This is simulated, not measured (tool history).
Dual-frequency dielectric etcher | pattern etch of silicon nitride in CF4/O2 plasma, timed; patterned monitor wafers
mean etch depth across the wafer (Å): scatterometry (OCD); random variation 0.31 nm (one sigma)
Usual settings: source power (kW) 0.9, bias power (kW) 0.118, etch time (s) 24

run    hour  source power (kW)  bias power (kW)  etch time (s)  read-back reference wafer on the same gauge, depth_nm  mean etch depth across the wafer (Å)
  1       0                0.9            0.118             24                                                   62.5                                   703
  2    83.9                0.9            0.129           18.5                                                   62.5                                   567
  3   165.8                0.9            0.129           18.5                                                   62.5                                   565
  4   211.2                0.9            0.129           18.5                                                   62.5                                   562
      305.9  -- bias power generator calibrated
  5   306.9                0.9            0.118             24                                                   62.5                                   704
  6   384.1                0.9            0.118             24                                                   62.5                                   714
      454.3  -- gauge calibrated
  7   484.9                0.9            0.118             24                                                   62.5                                   712
      536.9  -- upper electrode replaced
      567.3  -- wet clean of the chamber
  8   567.8                0.9            0.118             24                                                   62.5                                   706
  9   602.6                0.9            0.136             24                                                   62.5                                   747
 10     713                0.9            0.136             24                                                   62.5                                   746
 11   769.6                0.9            0.118             24                                                   62.5                                   706
      793.8  -- source power generator calibrated
 12     924                0.9            0.118             24                                                   62.5                                   733
 13  1024.8               1.06            0.118             30                                                   62.5                                  1097
 14  1070.3                0.9            0.118             31                                                   62.5                                   951
     1167.2  -- wet clean of the chamber
 15  1167.7                0.9            0.118             24                                                   62.5                                   724
 16  1228.6                0.9            0.118             24                                                   62.5                                   720
 17  1309.7               0.77            0.099           28.5                                                   62.5                                   677
 18  1372.1               1.04            0.133             22                                                   62.5                                   808
 19  1425.9                1.1            0.118           30.5                                                   62.5                                  1134
 20    1463                0.8            0.118             24                                                   62.5                                   644
 21  1499.8                0.9            0.118             24                                                   62.5                                   726
 22  1557.2                0.9            0.118             24                                                   62.5                                   727
 23  1626.5                0.9            0.118             24                                                   62.5                                   724
 24  1668.9                0.7            0.118           19.5                                                   62.5                                   451
     1748.9  -- wet clean of the chamber
 25  1774.5               1.02            0.118             22                                                   62.5                                   752
 26  1842.7               0.99            0.133             30                                                   62.5                                  1032
 27  1928.7                0.9            0.118             24                                                   62.5                                   720
 28  1979.1               1.05            0.143             18                                                   62.5                                   678
 29  2025.7                0.9            0.126             24                                                   62.5                                   736

The tool's hidden state at each run:
bias power that arrives over what is set, %: 0 in every run
gauge reads high (%): 0 in every run
H1: etch rate over this chamber's usual, %
H2: source power that arrives over what is set, %
run     H1       H2
  1  0.241    -3.08
  2  0.513    -3.09
  3  0.779     -3.1
  4  0.926    -3.11
  5   1.24    -3.12
  6   1.49    -3.13
  7   1.81    -3.14
  8  0.191    -3.14
  9  0.303    -3.15
 10  0.661    -3.16
 11  0.845    -3.16
 12   1.35  -0.0969
 13   1.67   -0.299
 14   1.82   -0.386
 15  0.144   -0.562
 16  0.342   -0.666
 17  0.605   -0.797
 18  0.807   -0.893
 19  0.982   -0.972
 20    1.1    -1.03
 21   1.22    -1.08
 22   1.41    -1.15
 23   1.63    -1.24
 24   1.77     -1.3
 25  0.406    -1.42
 26  0.627    -1.49
 27  0.906    -1.58
 28   1.07    -1.63
 29   1.22    -1.68
